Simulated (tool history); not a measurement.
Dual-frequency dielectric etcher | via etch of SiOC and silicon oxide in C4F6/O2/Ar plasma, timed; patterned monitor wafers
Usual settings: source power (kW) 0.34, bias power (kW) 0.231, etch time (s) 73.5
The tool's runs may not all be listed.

| run | hour | source power (kW) | bias power (kW) | etch time (s) | read-back reference wafer on the same gauge, depth_nm | mean etch depth across the wafer (angstrom) |
|---|---|---|---|---|---|---|
| 1 | 0 | 0.34 | 0.231 | 73.5 | 77 | 861 |
| 2 | 23.2 | 0.34 | 0.231 | 73.5 | 77 | 858 |
| 3 | 35.8 | 0.32 | 0.231 | 73.5 | 76.9 | 835 |
| 4 | 56.4 | 0.32 | 0.231 | 73.5 | 77 | 835 |
| 5 | 111.4 | 0.32 | 0.231 | 73.5 | 77 | 834 |
| 6 | 133.8 | 0.34 | 0.231 | 73.5 | 77 | 857 |
| 7 | 167.3 | 0.34 | 0.231 | 73.5 | 77 | 853 |
| 8 | 202.3 | 0.34 | 0.231 | 73.5 | 77 | 851 |
| 9 | 223.2 | 0.34 | 0.231 | 73.5 | 76.9 | 855 |
| 10 | 248.6 | 0.34 | 0.231 | 73.5 | 77 | 852 |
|  | 277.8 | bias power generator calibrated |
| 11 | 281.3 | 0.34 | 0.231 | 73.5 | 77 | 851 |
| 12 | 312 | 0.34 | 0.231 | 60.5 | 77 | 704 |
|  | 313.7 | gauge calibrated |
| 13 | 346.8 | 0.34 | 0.231 | 60.5 | 77 | 697 |
|  | 355 | source power generator calibrated |
| 14 | 434.5 | 0.34 | 0.231 | 60.5 | 77.1 | 696 |
| 15 | 451.7 | 0.34 | 0.231 | 73.5 | 77 | 848 |
| 16 | 465.3 | 0.34 | 0.207 | 73.5 | 77 | 824 |
|  | 510.7 | upper electrode replaced |
| 17 | 511.2 | 0.29 | 0.231 | 51.5 | 77 | 557 |
| 18 | 513.3 | 0.28 | 0.253 | 66.5 | 77.1 | 721 |
|  | 549.1 | wet clean of the chamber |
| 19 | 549.6 | 0.3 | 0.262 | 81.5 | 77 | 943 |
| 20 | 605.7 | 0.41 | 0.231 | 88 | 77 | 1114 |
| 21 | 628.2 | 0.34 | 0.231 | 60.5 | 77 | 716 |
| 22 | 653.1 | 0.27 | 0.231 | 86 | 77 | 922 |
| 23 | 665.6 | 0.34 | 0.231 | 73.5 | 76.9 | 861 |
| 24 | 693.8 | 0.37 | 0.195 | 80 | 76.9 | 934 |
| 25 | 724.4 | 0.34 | 0.231 | 73.5 | 76.9 | 861 |
| 26 | 749.8 | 0.34 | 0.231 | 73.5 | 77 | 862 |
| 27 | 764.8 | 0.4 | 0.273 | 56.5 | 77 | 733 |
| 28 | 789 | 0.27 | 0.253 | 52 | 77 | 569 |

5 ways to go on from here, each from the tool as it stands after run 28. What would each give?
| A | 789.4 | 0.36 | 0.231 | 73.5 | ? | ? |
| B | 789.4 | 0.34 | 0.257 | 68 | ? | ? |
| C | 789.4 | 0.27 | 0.231 | 60.5 | ? | ? |
| D | 789.4 | 0.38 | 0.216 | 83.5 | ? | ? |
| E | 789.4 | 0.36 | 0.249 | 53 | ? | ? |

| run | read-back reference wafer on the same gauge, depth_nm | mean etch depth across the wafer (angstrom) |
|---|---|---|
| A | 77 | 879 |
| B | 77 | 816 |
| C | 77 | 646 |
| D | 77 | 1004 |
| E | 77 | 646 |
Without the tool's hidden state the same runs would have given:
| run | mean etch depth across the wafer (angstrom) |
|---|---|
| A | 884 |
| B | 821 |
| C | 650 |
| D | 1010 |
| E | 649 |
